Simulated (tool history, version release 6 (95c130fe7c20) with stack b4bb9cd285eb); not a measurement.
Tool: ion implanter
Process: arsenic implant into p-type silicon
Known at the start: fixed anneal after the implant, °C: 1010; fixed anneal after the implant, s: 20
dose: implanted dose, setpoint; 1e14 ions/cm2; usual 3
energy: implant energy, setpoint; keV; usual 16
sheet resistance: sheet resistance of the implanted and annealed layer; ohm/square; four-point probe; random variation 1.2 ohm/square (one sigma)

run,day,dose,energy,wafers since the last listed run,hours since the last dose calibration,hours since the extraction supply was calibrated,hours since the gauge calibration,"read-back reference wafer on the same gauge, sheet resistance",sheet resistance
1,0,3,16,0,665.7,3373.4,523.2,308.77,329.27
2,2.5,2.69,16,633,725.7,3433.4,583.2,309.11,358.04
3,4.817,2.69,16,586,781.3,3489,638.8,308.99,356.87
4,6.9,3,16,527,831.3,3539,688.8,308.87,330.52
5,8.992,3.31,16,529,881.5,3589.2,739,308.88,306.95
6,10.362,3.31,16,347,914.4,3622.1,771.9,308.87,306.96
7,12.992,3.31,16,666,977.5,3685.2,835,309.02,307.67
8,14.112,3.67,18.5,283,1004.4,3712.1,861.9,308.87,280.75
9,15.925,3.47,16,459,1047.9,3755.6,905.4,308.99,297.16
10,18.679,3.47,16,697,1114,3821.7,971.5,308.89,298.54
11,21.412,3.7,12,692,1179.6,3887.3,1037.1,309.04,292.33
# day 21.788: Faraday cup replaced and dose calibrated
12,24.292,2.27,18,645,60.1,3956.4,1106.2,308.92,395.93
# day 24.771: extraction supply calibrated
13,26.45,3,16,462,111.9,40.3,1158,308.89,325.54

Forecast run 14:
14,27.508,3.57,14.5,268,137.3,65.7,1183.4,?,?

{"run 14": {"read-back reference wafer on the same gauge, sheet resistance": 308.91, "sheet resistance": 290.21}}
Without the tool's hidden state the same run would have given sheet resistance 289.92 ohm/square.

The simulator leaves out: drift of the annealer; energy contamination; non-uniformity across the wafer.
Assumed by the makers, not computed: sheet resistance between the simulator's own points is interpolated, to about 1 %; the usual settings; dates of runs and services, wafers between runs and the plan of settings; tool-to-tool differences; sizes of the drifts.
